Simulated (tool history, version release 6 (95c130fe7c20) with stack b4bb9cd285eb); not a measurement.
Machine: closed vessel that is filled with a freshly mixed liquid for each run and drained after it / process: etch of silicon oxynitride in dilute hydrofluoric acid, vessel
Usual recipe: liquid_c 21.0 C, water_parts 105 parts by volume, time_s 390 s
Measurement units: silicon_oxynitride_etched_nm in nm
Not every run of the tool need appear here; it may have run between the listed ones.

run	day	liquid_c	water_parts	time_s	wafers since the last listed run	hours since the thermometer was replaced	hours since the hydrofluoric acid flow meter was replaced	hours since the gauge calibration	read-back film thickness of the silicon oxynitride reference wafer, read on the same gauge (nm)	silicon_oxynitride_etched_nm
1	0.000	21.0	105	390	0	2011.0	612.6	336.1	90.00	15.37
2	0.850	21.0	105	390	1229	2031.4	633.0	356.5	90.00	15.39
3	2.250	21.0	105	390	2025	2065.0	666.6	390.1	90.02	15.43
4	3.092	21.0	105	450	1217	2085.2	686.8	410.3	89.99	17.72
5	4.438	21.0	105	390	1947	2117.5	719.1	442.6	90.03	15.48
6	5.738	21.0	105	285	1881	2148.7	750.3	473.8	90.02	11.27
7	6.683	21.0	105	285	1368	2171.4	773.0	496.5	90.00	11.25
8	7.675	25.0	105	390	1434	2195.2	796.8	520.3	90.02	18.77
9	8.796	21.0	105	335	1621	2222.1	823.7	547.2	89.98	13.35
10	9.625	21.0	105	335	1199	2242.0	843.6	567.1	90.00	13.25
# day 11.088: gauge calibrated
11	11.100	21.0	105	335	2134	2277.4	879.0	0.3	90.01	13.27
12	12.554	21.0	105	390	2104	2312.3	913.9	35.2	90.01	15.54
13	16.012	21.0	105	390	5004	2395.3	996.9	118.2	90.00	15.55
14	17.512	21.0	90	390	2170	2431.3	1032.9	154.2	89.99	18.28
15	18.238	21.0	135	180	1049	2448.7	1050.3	171.6	90.00	5.46
16	18.850	21.0	105	390	886	2463.4	1065.0	186.3	90.00	15.54
17	20.046	18.5	105	530	1730	2492.1	1093.7	215.0	90.00	18.67
18	22.108	21.0	70	390	2984	2541.6	1143.2	264.5	90.00	23.98
19	22.892	18.0	105	390	1133	2560.4	1162.0	283.3	89.99	13.40
# day 23.621: hydrofluoric acid flow meter replaced
20	23.917	21.0	105	390	1422	2585.0	7.1	307.9	90.00	15.14
21	24.779	18.0	125	230	1247	2605.7	27.8	328.6	89.99	6.37
# day 25.950: thermometer replaced
22	27.350	21.0	70	390	3659	33.6	89.5	390.3	89.99	23.33
23	28.338	19.0	155	390	1428	57.3	113.2	414.0	90.00	9.05
24	29.804	21.0	105	390	2122	92.5	148.4	449.2	90.02	15.20
25	30.462	17.5	105	190	952	108.3	164.2	465.0	90.00	6.20
26	31.692	23.0	135	390	1778	137.8	193.7	494.5	90.01	12.73
27	33.025	21.0	105	390	1929	169.8	225.7	526.5	90.02	15.30

Forecast each of these 3 alternatives for the next run:
A	33.058	21.0	105	390	48	170.6	226.5	527.3	?	?
B	33.058	25.0	135	590	48	170.6	226.5	527.3	?	?
C	33.058	23.0	140	585	48	170.6	226.5	527.3	?	?

run	read-back film thickness of the silicon oxynitride reference wafer, read on the same gauge (nm)	silicon_oxynitride_etched_nm
A	90.01	15.27
B	90.01	21.19
C	90.01	18.40
Without the tool's unlogged condition, the same runs would have read:
run	silicon_oxynitride_etched_nm
A	15.17
B	21.04
C	18.27
